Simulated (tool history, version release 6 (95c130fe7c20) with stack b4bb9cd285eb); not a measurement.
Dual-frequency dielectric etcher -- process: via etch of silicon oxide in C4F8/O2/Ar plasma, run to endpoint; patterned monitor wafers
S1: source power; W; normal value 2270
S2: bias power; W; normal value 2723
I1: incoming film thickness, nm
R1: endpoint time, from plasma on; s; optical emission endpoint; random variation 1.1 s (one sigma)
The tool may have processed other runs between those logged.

| run | day | S1 | S2 | I1 | R1 |
|---|---|---|---|---|---|
| 1 | 0.000 | 2270 | 2723 | 1920.1 | 372.0 |
| 2 | 1.425 | 2270 | 2723 | 1928.5 | 371.0 |
| 3 | 2.462 | 2270 | 2723 | 1930.7 | 372.6 |
| 4 | 3.488 | 2270 | 2723 | 1920.2 | 371.1 |
| 5 | 4.567 | 2270 | 2723 | 1932.6 | 373.5 |
| 6 | 5.458 | 2270 | 2723 | 1923.3 | 373.2 |
| 7 | 6.696 | 2270 | 2723 | 1926.2 | 373.4 |
| 8 | 8.096 | 2270 | 2723 | 1941.2 | 375.6 |
| 9 | 9.308 | 2270 | 2723 | 1923.0 | 374.3 |
|  | 11.012 | source power generator calibrated |
|  | 12.262 | wet clean of the chamber |
| 10 | 12.283 | 2270 | 2723 | 1921.2 | 368.2 |
| 11 | 12.300 | 2270 | 2723 | 1922.0 | 369.9 |
| 12 | 12.721 | 2270 | 2723 | 1927.1 | 368.4 |
|  | 14.071 | bias power generator calibrated |
| 13 | 14.550 | 2270 | 2723 | 1935.5 | 370.5 |
| 14 | 15.204 | 1720 | 2723 | 1946.0 | 408.3 |
| 15 | 16.062 | 2100 | 2337 | 1923.1 | 400.0 |
| 16 | 17.133 | 1730 | 3113 | 1944.3 | 388.3 |
| 17 | 18.092 | 2790 | 2235 | 1925.1 | 369.5 |
|  | 19.100 | upper electrode replaced |
| 18 | 19.467 | 1730 | 3113 | 1930.7 | 387.5 |
| 19 | 20.692 | 2620 | 2723 | 1932.5 | 355.5 |
| 20 | 21.592 | 2690 | 2537 | 1936.3 | 362.1 |
| 21 | 25.367 | 2100 | 2337 | 1914.6 | 399.6 |
| 22 | 26.571 | 1720 | 3051 | 1931.7 | 393.6 |
| 23 | 27.471 | 1790 | 3347 | 1932.2 | 377.3 |
| 24 | 28.617 | 2760 | 2723 | 1927.4 | 349.6 |
| 25 | 29.496 | 2270 | 2723 | 1937.8 | 375.8 |

Each row is a separate what-if for the run after 25, all from the same tool condition, not one after another. Results?
| A | 29.517 | 2270 | 2723 | 1925.8 | ? |
| B | 29.517 | 1750 | 2158 | 1925.8 | ? |
| C | 29.517 | 2690 | 3018 | 1925.8 | ? |

| run | R1 |
|---|---|
| A | 373.6 |
| B | 439.3 |
| C | 341.1 |
What these runs would have given with no unlogged condition in the tool:
| run | R1 |
|---|---|
| A | 370.3 |
| B | 435.4 |
| C | 338.0 |
